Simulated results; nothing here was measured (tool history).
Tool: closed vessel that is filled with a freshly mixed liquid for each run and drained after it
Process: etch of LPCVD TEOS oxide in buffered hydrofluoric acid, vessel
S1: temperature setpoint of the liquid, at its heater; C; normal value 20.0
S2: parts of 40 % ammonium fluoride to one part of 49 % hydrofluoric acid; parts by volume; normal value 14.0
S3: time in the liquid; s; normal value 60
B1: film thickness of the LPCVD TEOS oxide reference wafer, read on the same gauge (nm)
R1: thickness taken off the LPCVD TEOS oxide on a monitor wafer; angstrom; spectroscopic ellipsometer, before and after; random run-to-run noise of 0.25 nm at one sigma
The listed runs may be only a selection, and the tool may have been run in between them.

Run 1, hour 0.0: usual settings; B1 150.01. Result: R1 673.4 angstrom.
Run 2, hour 6.3: usual settings; B1 150.03. Result: R1 683.2 angstrom.
Run 3, hour 21.9: usual settings; B1 150.00. Result: R1 678.5 angstrom.
Run 4, hour 37.3: usual settings; B1 150.00. Result: R1 683.1 angstrom.
Run 5, hour 53.2: usual settings; B1 150.02. Result: R1 674.7 angstrom.
Run 6, hour 86.4: usual settings; B1 150.03. Result: R1 679.3 angstrom.
Run 7, hour 97.4: usual settings; B1 150.00. Result: R1 678.0 angstrom.
Run 8, hour 105.3: usual settings; B1 150.05. Result: R1 682.7 angstrom.
Run 9, hour 121.5: usual settings; B1 149.96. Result: R1 681.3 angstrom.
Run 10, hour 132.6: usual settings but S1 17.5 C, S2 10.0 parts by volume; B1 150.01. Result: R1 819.1 angstrom.
Run 11, hour 146.7: usual settings but S1 17.5 C, S2 10.0 parts by volume; B1 150.00. Result: R1 818.8 angstrom.
Run 12, hour 160.9: usual settings but S1 17.5 C, S2 10.0 parts by volume; B1 150.00. Result: R1 823.9 angstrom.
Run 13, hour 170.1: usual settings; B1 150.02. Result: R1 678.8 angstrom.
Run 14, hour 178.4: usual settings but S1 17.5 C, S2 11.5 parts by volume, S3 85 s; B1 149.97. Result: R1 1012.0 angstrom.
Run 15, hour 205.3: usual settings but S1 18.5 C, S2 9.5 parts by volume; B1 149.97. Result: R1 897.2 angstrom.
Run 16, hour 212.9: usual settings; B1 150.00. Result: R1 681.8 angstrom.
Run 17, hour 223.9: usual settings but S1 17.5 C, S2 10.0 parts by volume; B1 149.99. Result: R1 821.1 angstrom.
Run 18, hour 240.9: usual settings but S2 11.5 parts by volume; B1 150.01. Result: R1 820.6 angstrom.
Run 19, hour 253.0: usual settings but S1 18.5 C, S2 17.0 parts by volume, S3 30 s; B1 149.96. Result: R1 259.2 angstrom.
Run 20, hour 260.0: usual settings; B1 150.02. Result: R1 685.7 angstrom.
Run 21, hour 275.5: usual settings but S1 21.5 C, S3 45 s; B1 150.03. Result: R1 553.8 angstrom.
Run 22, hour 283.8: usual settings but S2 8.5 parts by volume, S3 50 s; B1 149.93. Result: R1 895.9 angstrom.
Run 23, hour 291.3: usual settings but S1 17.0 C; B1 149.95. Result: R1 572.5 angstrom.
Run 24, hour 302.1: usual settings but S1 22.0 C, S2 17.0 parts by volume; B1 150.01. Result: R1 624.3 angstrom.
Run 25, hour 308.5: usual settings but S2 17.0 parts by volume, S3 45 s; B1 150.02. Result: R1 418.9 angstrom.
Run 26, hour 321.8: usual settings; B1 149.96. Result: R1 678.4 angstrom.
Run 27, hour 329.8: usual settings but S1 17.0 C, S2 12.0 parts by volume, S3 75 s; B1 150.01. Result: R1 831.7 angstrom.

Between the runs listed above, the log contained 4 entries, not reproduced here. Where in the sequence does each belong, and how does what the log doesn't record of the tool's condition differ from the listed run before to the listed run after?
After run 2, before run 3: gauge calibrated (hour 18.3)
  nothing in the hidden state changes from one run to the other
After run 10, before run 11: hydrofluoric acid flow meter replaced (hour 146.2)
  nothing in the hidden state changes from one run to the other
After run 15, before run 16: gauge calibrated (hour 210.6)
  nothing in the hidden state changes from one run to the other
After run 18, before run 19: thermometer replaced (hour 245.8)
  nothing in the hidden state changes from one run to the other
